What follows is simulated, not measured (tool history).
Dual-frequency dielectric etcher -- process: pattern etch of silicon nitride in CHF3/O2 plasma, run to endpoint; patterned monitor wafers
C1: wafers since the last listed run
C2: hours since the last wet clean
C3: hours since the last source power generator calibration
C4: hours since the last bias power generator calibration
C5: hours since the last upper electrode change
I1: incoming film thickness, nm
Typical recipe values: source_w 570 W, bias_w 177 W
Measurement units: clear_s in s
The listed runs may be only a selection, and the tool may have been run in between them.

Run 1, hour 0: usual settings; C1 0; C2 304.4; C3 2942; C4 1274.2; C5 4667.5; I1 91.9. Result: clear_s 67.3 s.
Run 2, hour 30.1: usual settings; C1 184; C2 334.5; C3 2972.1; C4 1304.3; C5 4697.6; I1 92. Result: clear_s 67.2 s.
At hour 40.6: source power generator calibrated.
Run 3, hour 46.5: usual settings; C1 76; C2 350.9; C3 5.9; C4 1320.7; C5 4714; I1 92.2. Result: clear_s 68.3 s.
Run 4, hour 61.7: usual settings; C1 93; C2 366.1; C3 21.1; C4 1335.9; C5 4729.2; I1 90.4. Result: clear_s 66.3 s.
Run 5, hour 88.4: usual settings; C1 164; C2 392.8; C3 47.8; C4 1362.6; C5 4755.9; I1 91.9. Result: clear_s 68.8 s.
Run 6, hour 108.3: usual settings; C1 122; C2 412.7; C3 67.7; C4 1382.5; C5 4775.8; I1 91.8. Result: clear_s 67 s.
Run 7, hour 129.4: usual settings but source_w 480 W, bias_w 199 W; C1 129; C2 433.8; C3 88.8; C4 1403.6; C5 4796.9; I1 91.3. Result: clear_s 70.5 s.
Run 8, hour 144.7: usual settings; C1 93; C2 449.1; C3 104.1; C4 1418.9; C5 4812.2; I1 90.7. Result: clear_s 65.4 s.
Run 9, hour 164.3: usual settings; C1 120; C2 468.7; C3 123.7; C4 1438.5; C5 4831.8; I1 92.1. Result: clear_s 67.4 s.
Run 10, hour 186.4: usual settings but source_w 460 W, bias_w 160 W; C1 135; C2 490.8; C3 145.8; C4 1460.6; C5 4853.9; I1 91.5. Result: clear_s 76.1 s.
At hour 208.8: bias power generator calibrated.
Run 11, hour 218.6: usual settings; C1 173; C2 523; C3 178; C4 9.8; C5 4886.1; I1 90.6. Result: clear_s 65.5 s.
At hour 251.1: wet clean of the chamber.
Run 12, hour 251.6: usual settings; C1 55; C2 0.5; C3 211; C4 42.8; C5 4919.1; I1 91.9. Result: clear_s 66.5 s.
Run 13, hour 255.8: usual settings but source_w 630 W; C1 25; C2 4.7; C3 215.2; C4 47; C5 4923.3; I1 91.6. Result: clear_s 63.7 s.
Run 14, hour 282.8: usual settings but source_w 700 W, bias_w 218 W; C1 165; C2 31.7; C3 242.2; C4 74; C5 4950.3; I1 91. Result: clear_s 58 s.
Run 15, hour 301.5: usual settings but source_w 460 W, bias_w 197 W; C1 114; C2 50.4; C3 260.9; C4 92.7; C5 4969; I1 91.8. Result: clear_s 72.7 s.
Run 16, hour 325.6: usual settings but source_w 470 W, bias_w 152 W; C1 148; C2 74.5; C3 285; C4 116.8; C5 4993.1; I1 92. Result: clear_s 75.9 s.
Run 17, hour 419.9: usual settings; C1 579; C2 168.8; C3 379.3; C4 211.1; C5 5087.4; I1 92.4. Result: clear_s 67.9 s.
Run 18, hour 454.1: usual settings but source_w 680 W, bias_w 215 W; C1 210; C2 203; C3 413.5; C4 245.3; C5 5121.6; I1 91.6. Result: clear_s 60.5 s.
Run 19, hour 481.8: usual settings but bias_w 203 W; C1 170; C2 230.7; C3 441.2; C4 273; C5 5149.3; I1 90.8. Result: clear_s 64.8 s.
At hour 529.3: upper electrode replaced.
Run 20, hour 529.8: usual settings but bias_w 151 W; C1 147; C2 278.7; C3 489.2; C4 321; C5 0.5; I1 92.1. Result: clear_s 69.3 s.
Run 21, hour 547.5: usual settings but source_w 610 W, bias_w 153 W; C1 108; C2 296.4; C3 506.9; C4 338.7; C5 18.2; I1 91.2. Result: clear_s 67.1 s.
Run 22, hour 581.2: usual settings but bias_w 137 W; C1 207; C2 330.1; C3 540.6; C4 372.4; C5 51.9; I1 91.1. Result: clear_s 70.5 s.
Run 23, hour 615.8: usual settings but bias_w 159 W; C1 212; C2 364.7; C3 575.2; C4 407; C5 86.5; I1 91.9. Result: clear_s 68.5 s.
Run 24, hour 633.8: usual settings but source_w 530 W, bias_w 160 W; C1 110; C2 382.7; C3 593.2; C4 425; C5 104.5; I1 91.1. Result: clear_s 71.4 s.
Run 25, hour 655.9: usual settings but source_w 440 W, bias_w 134 W; C1 135; C2 404.8; C3 615.3; C4 447.1; C5 126.6; I1 91.3. Result: clear_s 81.5 s.
Run 26, hour 753.3: usual settings but source_w 690 W, bias_w 208 W; C1 598; C2 502.2; C3 712.7; C4 544.5; C5 224; I1 91.2. Result: clear_s 58.9 s.
Run 27, hour 777.7: usual settings; C1 149; C2 526.6; C3 737.1; C4 568.9; C5 248.4; I1 91.1. Result: clear_s 66.2 s.
At hour 821.2: wet clean of the chamber.
Run 28, hour 821.7: usual settings but source_w 610 W, bias_w 194 W; C1 122; C2 0.5; C3 781.1; C4 612.9; C5 292.4; I1 91.1. Result: clear_s 63.8 s.
Run 29, hour 825.3: usual settings but source_w 650 W, bias_w 213 W; C1 22; C2 4.1; C3 784.7; C4 616.5; C5 296; I1 91.5. Result: clear_s 61.7 s.
Run 30, hour 840.7: usual settings; C1 94; C2 19.5; C3 800.1; C4 631.9; C5 311.4; I1 91.5. Result: clear_s 66 s.
Run 31, hour 912.4: usual settings but source_w 640 W, bias_w 155 W; C1 440; C2 91.2; C3 871.8; C4 703.6; C5 383.1; I1 91.6. Result: clear_s 66.3 s.
Run 32, hour 929.1: usual settings but source_w 650 W, bias_w 151 W; C1 102; C2 107.9; C3 888.5; C4 720.3; C5 399.8; I1 91.8. Result: clear_s 65.6 s.
Run 33, hour 949.8: usual settings but bias_w 137 W; C1 127; C2 128.6; C3 909.2; C4 741; C5 420.5; I1 91.5. Result: clear_s 71.2 s.
Run 34, hour 979: usual settings; C1 179; C2 157.8; C3 938.4; C4 770.2; C5 449.7; I1 91.7. Result: clear_s 67.9 s.

5 ways to go on from here, each from the tool as it stands after run 34. What would each give?
Run A, hour 979.4: usual settings but source_w 700 W; C1 2; C2 158.2; C3 938.8; C4 770.6; C5 450.1; I1 91.1. Result: clear_s ?.
Run B, hour 979.4: usual settings but source_w 490 W, bias_w 146 W; C1 2; C2 158.2; C3 938.8; C4 770.6; C5 450.1; I1 91.1. Result: clear_s ?.
Run C, hour 979.4: usual settings but bias_w 150 W; C1 2; C2 158.2; C3 938.8; C4 770.6; C5 450.1; I1 91.1. Result: clear_s ?.
Run D, hour 979.4: usual settings but source_w 430 W, bias_w 147 W; C1 2; C2 158.2; C3 938.8; C4 770.6; C5 450.1; I1 91.1. Result: clear_s ?.
Run E, hour 979.4: usual settings but source_w 460 W, bias_w 212 W; C1 2; C2 158.2; C3 938.8; C4 770.6; C5 450.1; I1 91.1. Result: clear_s ?.

run  clear_s
  A     60.5
  B       74
  C     68.6
  D     78.7
  E     70.5
The same runs, with their run-to-run variation unchanged, on a tool lacking any hidden condition would have given:
run  clear_s
  A     60.5
  B       74
  C     68.6
  D     78.7
  E     70.5
